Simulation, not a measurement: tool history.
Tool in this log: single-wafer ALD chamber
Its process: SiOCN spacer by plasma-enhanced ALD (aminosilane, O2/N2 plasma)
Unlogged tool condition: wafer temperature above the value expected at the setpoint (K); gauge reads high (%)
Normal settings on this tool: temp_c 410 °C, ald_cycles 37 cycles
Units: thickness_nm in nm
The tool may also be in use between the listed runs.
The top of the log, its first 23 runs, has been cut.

run    hour  temp_c  ald_cycles  wafers since the last listed run  hours since the last thermocouple change  hours since the gauge calibration  read-back reference wafer on the same gauge, thickness_nm  thickness_nm
     1279.7  -- thermocouple changed; heater temperature recalibrated
     1299.9  -- gauge calibrated
 24  1313.0     420          43                               366                                      33.3                               13.1                                                      2.219         2.327
 25  1342.6     410          37                               210                                      62.9                               42.7                                                      2.216         2.084
 26  1402.4     410          44                               425                                     122.7                              102.5                                                      2.220         2.474
 27  1459.6     410          43                               406                                     179.9                              159.7                                                      2.220         2.438
 28  1637.6     424          33                              1265                                     357.9                              337.7                                                      2.219         1.780
 29  1691.7     410          35                               384                                     412.0                              391.8                                                      2.219         1.989
 30  1738.1     400          42                               329                                     458.4                              438.2                                                      2.221         2.451
 31  1800.7     420          42                               445                                     521.0                              500.8                                                      2.221         2.293
 32  1830.7     418          39                               213                                     551.0                              530.8                                                      2.220         2.151
 33  1873.3     421          43                               302                                     593.6                              573.4                                                      2.218         2.349
 34  1919.2     397          30                               326                                     639.5                              619.3                                                      2.219         1.744
 35  1966.5     421          43                               336                                     686.8                              666.6                                                      2.220         2.357
 36  2003.5     410          37                               263                                     723.8                              703.6                                                      2.216         2.103

Predict the results of run 37:
 37  2030.7     419          40                               193                                     751.0                              730.8                                                          ?             ?

read-back reference wafer on the same gauge, thickness_nm: 2.218
thickness_nm: 2.201 nm
Were there no unlogged condition in the tool, this run, its random variation unchanged, would have produced thickness_nm 2.186 nm.

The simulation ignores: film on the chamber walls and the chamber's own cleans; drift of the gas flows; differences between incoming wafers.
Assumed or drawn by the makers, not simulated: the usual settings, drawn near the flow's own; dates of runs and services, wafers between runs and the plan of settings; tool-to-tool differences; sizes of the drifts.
